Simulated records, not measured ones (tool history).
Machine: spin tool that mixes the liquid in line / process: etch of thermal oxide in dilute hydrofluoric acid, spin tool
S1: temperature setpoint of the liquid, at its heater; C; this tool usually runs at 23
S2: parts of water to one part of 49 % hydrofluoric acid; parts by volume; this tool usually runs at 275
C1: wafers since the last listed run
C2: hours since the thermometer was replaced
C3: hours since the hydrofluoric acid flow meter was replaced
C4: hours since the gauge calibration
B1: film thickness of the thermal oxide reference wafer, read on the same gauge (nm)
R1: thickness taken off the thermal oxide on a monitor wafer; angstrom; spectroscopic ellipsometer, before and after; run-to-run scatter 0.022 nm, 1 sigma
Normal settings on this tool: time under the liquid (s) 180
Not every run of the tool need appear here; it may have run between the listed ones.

{"run": 1, "day": 0.0, "S1": 23, "S2": 275, "time under the liquid (s)": 180, "C1": 0, "C2": 1063.4, "C3": 682.6, "C4": 383.9, "B1": 149.985, "R1": 21.41}
{"run": 2, "day": 1.192, "S1": 23, "S2": 275, "time under the liquid (s)": 180, "C1": 171, "C2": 1092, "C3": 711.2, "C4": 412.5, "B1": 149.931, "R1": 21.15}
{"run": 3, "day": 1.825, "S1": 25.5, "S2": 275, "time under the liquid (s)": 180, "C1": 91, "C2": 1107.2, "C3": 726.4, "C4": 427.7, "B1": 150.011, "R1": 23.34}
{"run": 4, "day": 2.754, "S1": 25.5, "S2": 275, "time under the liquid (s)": 180, "C1": 133, "C2": 1129.5, "C3": 748.7, "C4": 450, "B1": 149.968, "R1": 23.1}
{"run": 5, "day": 3.4, "S1": 21, "S2": 275, "time under the liquid (s)": 180, "C1": 92, "C2": 1145, "C3": 764.2, "C4": 465.5, "B1": 149.971, "R1": 19.82}
{"run": 6, "day": 4.65, "S1": 23, "S2": 275, "time under the liquid (s)": 180, "C1": 179, "C2": 1175, "C3": 794.2, "C4": 495.5, "B1": 150.036, "R1": 21.41}
{"run": 7, "day": 5.688, "S1": 23, "S2": 275, "time under the liquid (s)": 180, "C1": 149, "C2": 1199.9, "C3": 819.1, "C4": 520.4, "B1": 149.996, "R1": 21.42}
{"run": 8, "day": 6.375, "S1": 23, "S2": 275, "time under the liquid (s)": 180, "C1": 98, "C2": 1216.4, "C3": 835.6, "C4": 536.9, "B1": 149.972, "R1": 21.38}
{"run": 9, "day": 6.888, "S1": 23, "S2": 275, "time under the liquid (s)": 180, "C1": 73, "C2": 1228.7, "C3": 847.9, "C4": 549.2, "B1": 149.931, "R1": 21.2}
{"run": 10, "day": 8.367, "S1": 23, "S2": 275, "time under the liquid (s)": 180, "C1": 212, "C2": 1264.2, "C3": 883.4, "C4": 584.7, "B1": 150.004, "R1": 21.75}
{"run": 11, "day": 9.629, "S1": 23, "S2": 245, "time under the liquid (s)": 180, "C1": 181, "C2": 1294.5, "C3": 913.7, "C4": 615, "B1": 150.05, "R1": 24.86}
{"run": 12, "day": 11.088, "S1": 23, "S2": 245, "time under the liquid (s)": 180, "C1": 209, "C2": 1329.5, "C3": 948.7, "C4": 650, "B1": 149.962, "R1": 25.59}
{"day": 11.417, "done": "hydrofluoric acid flow meter replaced"}
{"day": 11.638, "done": "gauge calibrated"}
{"run": 13, "day": 12.362, "S1": 23, "S2": 245, "time under the liquid (s)": 180, "C1": 177, "C2": 1360.1, "C3": 22.7, "C4": 17.4, "B1": 150.033, "R1": 21.79}
{"run": 14, "day": 13.45, "S1": 23, "S2": 275, "time under the liquid (s)": 180, "C1": 156, "C2": 1386.2, "C3": 48.8, "C4": 43.5, "B1": 150.013, "R1": 19.27}
{"run": 15, "day": 14.483, "S1": 23, "S2": 275, "time under the liquid (s)": 180, "C1": 148, "C2": 1411, "C3": 73.6, "C4": 68.3, "B1": 149.992, "R1": 19.15}
{"run": 16, "day": 16.733, "S1": 23, "S2": 275, "time under the liquid (s)": 180, "C1": 323, "C2": 1465, "C3": 127.6, "C4": 122.3, "B1": 150.013, "R1": 19.12}
{"run": 17, "day": 17.438, "S1": 27, "S2": 275, "time under the liquid (s)": 180, "C1": 101, "C2": 1481.9, "C3": 144.5, "C4": 139.2, "B1": 149.964, "R1": 22.03}
{"run": 18, "day": 18.725, "S1": 23, "S2": 275, "time under the liquid (s)": 180, "C1": 185, "C2": 1512.8, "C3": 175.4, "C4": 170.1, "B1": 150.003, "R1": 19.17}
{"day": 19.433, "done": "thermometer replaced"}
{"run": 19, "day": 19.929, "S1": 23, "S2": 275, "time under the liquid (s)": 150, "C1": 167, "C2": 11.9, "C3": 204.3, "C4": 199, "B1": 150.008, "R1": 18.06}
{"run": 20, "day": 20.608, "S1": 23, "S2": 275, "time under the liquid (s)": 275, "C1": 97, "C2": 28.2, "C3": 220.6, "C4": 215.3, "B1": 149.996, "R1": 32.83}
{"run": 21, "day": 21.533, "S1": 19, "S2": 275, "time under the liquid (s)": 180, "C1": 133, "C2": 50.4, "C3": 242.8, "C4": 237.5, "B1": 150.008, "R1": 18.61}
{"run": 22, "day": 22.488, "S1": 23, "S2": 275, "time under the liquid (s)": 180, "C1": 137, "C2": 73.3, "C3": 265.7, "C4": 260.4, "B1": 150.015, "R1": 21.25}
{"run": 23, "day": 23.558, "S1": 23, "S2": 275, "time under the liquid (s)": 150, "C1": 153, "C2": 99, "C3": 291.4, "C4": 286.1, "B1": 150.036, "R1": 17.63}
{"run": 24, "day": 25.046, "S1": 27, "S2": 405, "time under the liquid (s)": 180, "C1": 213, "C2": 134.7, "C3": 327.1, "C4": 321.8, "B1": 149.96, "R1": 15.15}
{"run": 25, "day": 26.562, "S1": 27.5, "S2": 275, "time under the liquid (s)": 135, "C1": 218, "C2": 171.1, "C3": 363.5, "C4": 358.2, "B1": 149.951, "R1": 19.14}
{"run": 26, "day": 27.633, "S1": 19, "S2": 160, "time under the liquid (s)": 140, "C1": 153, "C2": 196.8, "C3": 389.2, "C4": 383.9, "B1": 149.995, "R1": 27.97}
{"run": 27, "day": 28.7, "S1": 23, "S2": 275, "time under the liquid (s)": 180, "C1": 153, "C2": 222.4, "C3": 414.8, "C4": 409.5, "B1": 149.987, "R1": 21.9}
{"run": 28, "day": 29.688, "S1": 23, "S2": 140, "time under the liquid (s)": 210, "C1": 141, "C2": 246.1, "C3": 438.5, "C4": 433.2, "B1": 150.04, "R1": 57.86}
{"run": 29, "day": 30.529, "S1": 26, "S2": 405, "time under the liquid (s)": 180, "C1": 121, "C2": 266.3, "C3": 458.7, "C4": 453.4, "B1": 149.958, "R1": 14.87}
{"run": 30, "day": 31.567, "S1": 19, "S2": 160, "time under the liquid (s)": 140, "C1": 149, "C2": 291.2, "C3": 483.6, "C4": 478.3, "B1": 149.968, "R1": 27.83}
{"run": 31, "day": 34.15, "S1": 18, "S2": 330, "time under the liquid (s)": 130, "C1": 371, "C2": 353.2, "C3": 545.6, "C4": 540.3, "B1": 149.979, "R1": 10.38}
{"run": 32, "day": 35.479, "S1": 23, "S2": 275, "time under the liquid (s)": 150, "C1": 191, "C2": 385.1, "C3": 577.5, "C4": 572.2, "B1": 150.005, "R1": 18.62}
{"run": 33, "day": 36.55, "S1": 23, "S2": 275, "time under the liquid (s)": 180, "C1": 153, "C2": 410.8, "C3": 603.2, "C4": 597.9, "B1": 149.99, "R1": 21.9}
{"run": 34, "day": 37.275, "S1": 18.5, "S2": 185, "time under the liquid (s)": 225, "C1": 104, "C2": 428.2, "C3": 620.6, "C4": 615.3, "B1": 150.003, "R1": 37.39}

Take each entry between the runs: how does the hidden state at the last listed run before it differ from the hidden state at the first listed run after it?
Logged between run 12 and run 13: hydrofluoric acid flow meter replaced (day 11.417); gauge calibrated (day 11.638)
  liquid colder than its thermometer reads (K): 2.58 -> 2.63; hydrofluoric acid flow above the setpoint (%): 11.1 -> 0.624
  measured less the result without the state, R1: +0.84 -> -2.03 angstrom
Logged between run 18 and run 19: thermometer replaced (day 19.433)
  liquid colder than its thermometer reads (K): 2.92 -> 0.0378; hydrofluoric acid flow above the setpoint (%): 2.37 -> 2.7
  measured less the result without the state, R1: -1.53 -> +0.58 angstrom

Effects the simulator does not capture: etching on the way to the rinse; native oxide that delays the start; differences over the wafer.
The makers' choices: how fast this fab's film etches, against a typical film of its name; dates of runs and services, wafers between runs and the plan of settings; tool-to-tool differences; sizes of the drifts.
